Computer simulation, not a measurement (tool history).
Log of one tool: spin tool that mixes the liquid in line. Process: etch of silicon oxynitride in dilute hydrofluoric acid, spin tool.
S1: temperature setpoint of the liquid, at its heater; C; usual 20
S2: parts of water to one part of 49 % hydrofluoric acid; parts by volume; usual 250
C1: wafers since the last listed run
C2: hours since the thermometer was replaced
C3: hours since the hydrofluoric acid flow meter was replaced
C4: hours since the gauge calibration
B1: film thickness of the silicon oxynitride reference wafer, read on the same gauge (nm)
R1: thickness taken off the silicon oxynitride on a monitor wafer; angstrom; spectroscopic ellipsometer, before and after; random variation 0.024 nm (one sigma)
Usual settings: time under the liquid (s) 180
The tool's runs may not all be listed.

Run 1, day 0: usual settings but time under the liquid (s) 115; C1 0; C2 2148.4; C3 1088.9; C4 102.4; B1 149.998. Result: R1 13.52 angstrom.
Run 2, day 0.946: usual settings but time under the liquid (s) 115; C1 168; C2 2171.1; C3 1111.6; C4 125.1; B1 150.005. Result: R1 13.54 angstrom.
Run 3, day 1.904: usual settings but time under the liquid (s) 115; C1 171; C2 2194.1; C3 1134.6; C4 148.1; B1 150.017. Result: R1 13.41 angstrom.
Run 4, day 2.425: usual settings but time under the liquid (s) 130; C1 93; C2 2206.6; C3 1147.1; C4 160.6; B1 149.998. Result: R1 15.26 angstrom.
Run 5, day 3.342: usual settings but time under the liquid (s) 150; C1 163; C2 2228.6; C3 1169.1; C4 182.6; B1 150.005. Result: R1 17.23 angstrom.
Run 6, day 4.017: usual settings but time under the liquid (s) 150; C1 120; C2 2244.8; C3 1185.3; C4 198.8; B1 150.026. Result: R1 17.78 angstrom.
Run 7, day 5.421: usual settings but time under the liquid (s) 150; C1 250; C2 2278.5; C3 1219; C4 232.5; B1 149.993. Result: R1 17.48 angstrom.
At day 5.496: gauge calibrated.
Run 8, day 6.483: usual settings; C1 189; C2 2304; C3 1244.5; C4 23.7; B1 149.997. Result: R1 21.19 angstrom.
At day 7.121: hydrofluoric acid flow meter replaced.
Run 9, day 7.788: usual settings but S1 17.5 C, S2 310 parts by volume, time under the liquid (s) 250; C1 225; C2 2335.3; C3 16; C4 55; B1 149.986. Result: R1 20.13 angstrom.
Run 10, day 8.829: usual settings but S1 17 C, time under the liquid (s) 265; C1 186; C2 2360.3; C3 41; C4 80; B1 150.013. Result: R1 27.34 angstrom.
At day 9.179: thermometer replaced.
Run 11, day 10.204: usual settings but S1 22.5 C, S2 160 parts by volume, time under the liquid (s) 270; C1 238; C2 24.6; C3 74; C4 113; B1 149.993. Result: R1 59.54 angstrom.
Run 12, day 11.354: usual settings but S1 17 C, S2 320 parts by volume; C1 205; C2 52.2; C3 101.6; C4 140.6; B1 149.997. Result: R1 14.02 angstrom.
Run 13, day 12.642: usual settings; C1 230; C2 83.1; C3 132.5; C4 171.5; B1 150.028. Result: R1 20.93 angstrom.
Run 14, day 14.979: usual settings but S1 17 C, time under the liquid (s) 225; C1 417; C2 139.2; C3 188.6; C4 227.6; B1 150.024. Result: R1 22.97 angstrom.
At day 15.554: gauge calibrated.
Run 15, day 16.171: usual settings but S1 23.5 C, time under the liquid (s) 90; C1 212; C2 167.8; C3 217.2; C4 14.8; B1 149.998. Result: R1 12.38 angstrom.
Run 16, day 17.058: usual settings; C1 158; C2 189.1; C3 238.5; C4 36.1; B1 150.008. Result: R1 21.45 angstrom.

Forecast each of these 4 alternatives for the next run:
Run A, day 17.079: usual settings; C1 3; C2 189.6; C3 239; C4 36.6; B1 ?. Result: R1 ?.
Run B, day 17.079: usual settings but S2 155 parts by volume, time under the liquid (s) 140; C1 3; C2 189.6; C3 239; C4 36.6; B1 ?. Result: R1 ?.
Run C, day 17.079: usual settings but S1 17 C, time under the liquid (s) 100; C1 3; C2 189.6; C3 239; C4 36.6; B1 ?. Result: R1 ?.
Run D, day 17.079: usual settings but S2 340 parts by volume, time under the liquid (s) 140; C1 3; C2 189.6; C3 239; C4 36.6; B1 ?. Result: R1 ?.

run       B1     R1
  A  149.993  21.38
  B  149.993  28.53
  C  149.993  10.34
  D  149.993  11.58
Without the tool's hidden state the same runs would have given:
run     R1
  A  21.38
  B  28.53
  C  10.34
  D  11.58

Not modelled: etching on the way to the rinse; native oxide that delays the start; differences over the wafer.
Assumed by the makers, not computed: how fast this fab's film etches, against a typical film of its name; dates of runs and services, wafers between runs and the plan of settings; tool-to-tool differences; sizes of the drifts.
